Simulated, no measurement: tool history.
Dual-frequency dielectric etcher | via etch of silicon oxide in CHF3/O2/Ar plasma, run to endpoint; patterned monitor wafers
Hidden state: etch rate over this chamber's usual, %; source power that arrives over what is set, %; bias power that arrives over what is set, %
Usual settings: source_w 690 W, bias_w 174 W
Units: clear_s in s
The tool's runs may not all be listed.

run    hour  source_w  bias_w  wafers since the last listed run  hours since the last wet clean  hours since the last source power generator calibration  hours since the last bias power generator calibration  hours since the last upper electrode change  incoming incoming film thickness, nm  clear_s
  1       0       690     174                                 0                            43.2                                                    594.8                                                  495.3                                       2480.4                                 611.6    303.5
  2    54.4       690     174                               230                            97.6                                                    649.2                                                  549.7                                       2534.8                                   612    305.1
  3    86.7       690     174                               136                           129.9                                                    681.5                                                    582                                       2567.1                                 617.4    306.5
  4   120.9       690     174                               144                           164.1                                                    715.7                                                  616.2                                       2601.3                                 613.6    303.2
  5   184.2       690     174                               268                           227.4                                                      779                                                  679.5                                       2664.6                                 609.2    302.8
  6   251.2       690     174                               283                           294.4                                                      846                                                  746.5                                       2731.6                                 612.2      305
  7   306.1       690     174                               232                           349.3                                                    900.9                                                  801.4                                       2786.5                                 607.6    303.4
  8   342.5       690     174                               154                           385.7                                                    937.3                                                  837.8                                       2822.9                                   610    302.3
  9   371.6       690     209                               123                           414.8                                                    966.4                                                  866.9                                         2852                                 614.9    287.2
      421.4  -- wet clean of the chamber
 10   431.4       690     209                               151                              10                                                   1026.2                                                  926.7                                       2911.8                                 613.7    287.3
 11     472       690     174                               171                            50.6                                                   1066.8                                                  967.3                                       2952.4                                 613.2    306.5
 12   502.4       690     183                               128                              81                                                   1097.2                                                  997.7                                       2982.8                                 610.4    298.2
 13   685.9       690     183                               777                           264.5                                                   1280.7                                                 1181.2                                       3166.3                                 616.1    303.4
      836.6  -- wet clean of the chamber
      901.1  -- upper electrode replaced
 14   901.6       690     183                               710                              65                                                   1496.4                                                 1396.9                                          0.5                                   615    302.1
 15   926.4       780     144                               105                            89.8                                                   1521.2                                                 1421.7                                         25.3                                 613.2    303.2
 16   974.4       610     174                               203                           137.8                                                   1569.2                                                 1469.7                                         73.3                                 610.6      327
     1038.4  -- bias power generator calibrated
 17  1038.9       840     194                               256                           202.3                                                   1633.7                                                    0.5                                        137.8                                 618.4    266.7
 18  1080.2       860     140                               174                           243.6                                                     1675                                                   41.8                                        179.1                                 606.3    284.8
 19  1116.5       690     174                               153                           279.9                                                   1711.3                                                   78.1                                        215.4                                 615.1    307.3
 20  1151.1       690     174                               146                           314.5                                                   1745.9                                                  112.7                                          250                                 609.4    303.2
 21  1214.7       560     174                               269                           378.1                                                   1809.5                                                  176.3                                        313.6                                 607.7    342.8

Run 22 comes next. What will it give?
     1269.9  -- wet clean of the chamber
 22  1281.6       560     174                               181                            11.7                                                   1876.4                                                  243.2                                        380.5                                 612.5        ?

{"run 22": {"clear_s": 339.8}}
Without the tool's hidden state the same run would have given clear_s 339.8 s.

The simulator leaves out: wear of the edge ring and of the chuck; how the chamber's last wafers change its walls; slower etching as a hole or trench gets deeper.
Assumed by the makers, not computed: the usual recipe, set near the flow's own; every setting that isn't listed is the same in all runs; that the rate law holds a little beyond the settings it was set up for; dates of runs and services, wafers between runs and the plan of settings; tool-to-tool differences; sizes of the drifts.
